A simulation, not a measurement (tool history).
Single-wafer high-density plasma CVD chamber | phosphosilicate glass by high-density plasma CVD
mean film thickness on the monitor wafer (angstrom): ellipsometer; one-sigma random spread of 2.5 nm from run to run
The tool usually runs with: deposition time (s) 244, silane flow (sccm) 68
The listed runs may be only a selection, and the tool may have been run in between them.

| run | hour | deposition time (s) | silane flow (sccm) | wafers since the last listed run | hours since the silane flow controller was replaced | hours since the gauge calibration | read-back reference wafer on the same gauge, thickness_nm | mean film thickness on the monitor wafer (angstrom) |
|---|---|---|---|---|---|---|---|---|
| 1 | 0.0 | 220 | 68 | 0 | 2385.7 | 144.1 | 1469.675 | 15012.84 |
| 2 | 6.7 | 244 | 59 | 38 | 2392.4 | 150.8 | 1469.893 | 15595.26 |
| 3 | 21.0 | 244 | 68 | 82 | 2406.7 | 165.1 | 1470.089 | 16670.70 |
| 4 | 31.3 | 244 | 68 | 59 | 2417.0 | 175.4 | 1469.836 | 16690.67 |
| 5 | 45.7 | 244 | 68 | 82 | 2431.4 | 189.8 | 1470.240 | 16652.47 |
| 6 | 54.7 | 244 | 68 | 51 | 2440.4 | 198.8 | 1469.949 | 16698.63 |
|  | 66.1 | silane flow controller replaced |
| 7 | 66.6 | 244 | 68 | 22 | 0.5 | 210.7 | 1469.789 | 16675.41 |
| 8 | 69.8 | 244 | 68 | 18 | 3.7 | 213.9 | 1469.997 | 16699.54 |
| 9 | 80.6 | 267 | 75 | 61 | 14.5 | 224.7 | 1470.050 | 19223.72 |
|  | 84.8 | gauge calibrated |
| 10 | 87.7 | 226 | 68 | 40 | 21.6 | 2.9 | 1470.211 | 15457.33 |
| 11 | 107.7 | 204 | 55 | 114 | 41.6 | 22.9 | 1469.687 | 12621.52 |
| 12 | 149.4 | 262 | 59 | 239 | 83.3 | 64.6 | 1469.867 | 16785.98 |
| 13 | 159.9 | 216 | 60 | 60 | 93.8 | 75.1 | 1470.182 | 13899.86 |
| 14 | 174.4 | 229 | 57 | 83 | 108.3 | 89.6 | 1470.142 | 14386.63 |
| 15 | 181.5 | 197 | 76 | 40 | 115.4 | 96.7 | 1469.895 | 14268.39 |
| 16 | 217.8 | 244 | 68 | 208 | 151.7 | 133.0 | 1469.819 | 16713.20 |

Predict each of these 4 candidate next runs independently; none follows another, all start after run 16:
| A | 218.3 | 201 | 68 | 2 | 152.2 | 133.5 | ? | ? |
| B | 218.3 | 270 | 68 | 2 | 152.2 | 133.5 | ? | ? |
| C | 218.3 | 265 | 81 | 2 | 152.2 | 133.5 | ? | ? |
| D | 218.3 | 231 | 75 | 2 | 152.2 | 133.5 | ? | ? |

| run | read-back reference wafer on the same gauge, thickness_nm | mean film thickness on the monitor wafer (angstrom) |
|---|---|---|
| A | 1469.620 | 13752.51 |
| B | 1469.620 | 18473.52 |
| C | 1469.620 | 19864.57 |
| D | 1469.620 | 16618.62 |
Stripped of hidden state, with their random variation kept, the same runs would have yielded:
| run | mean film thickness on the monitor wafer (angstrom) |
|---|---|
| A | 13752.51 |
| B | 18473.52 |
| C | 19864.57 |
| D | 16618.62 |
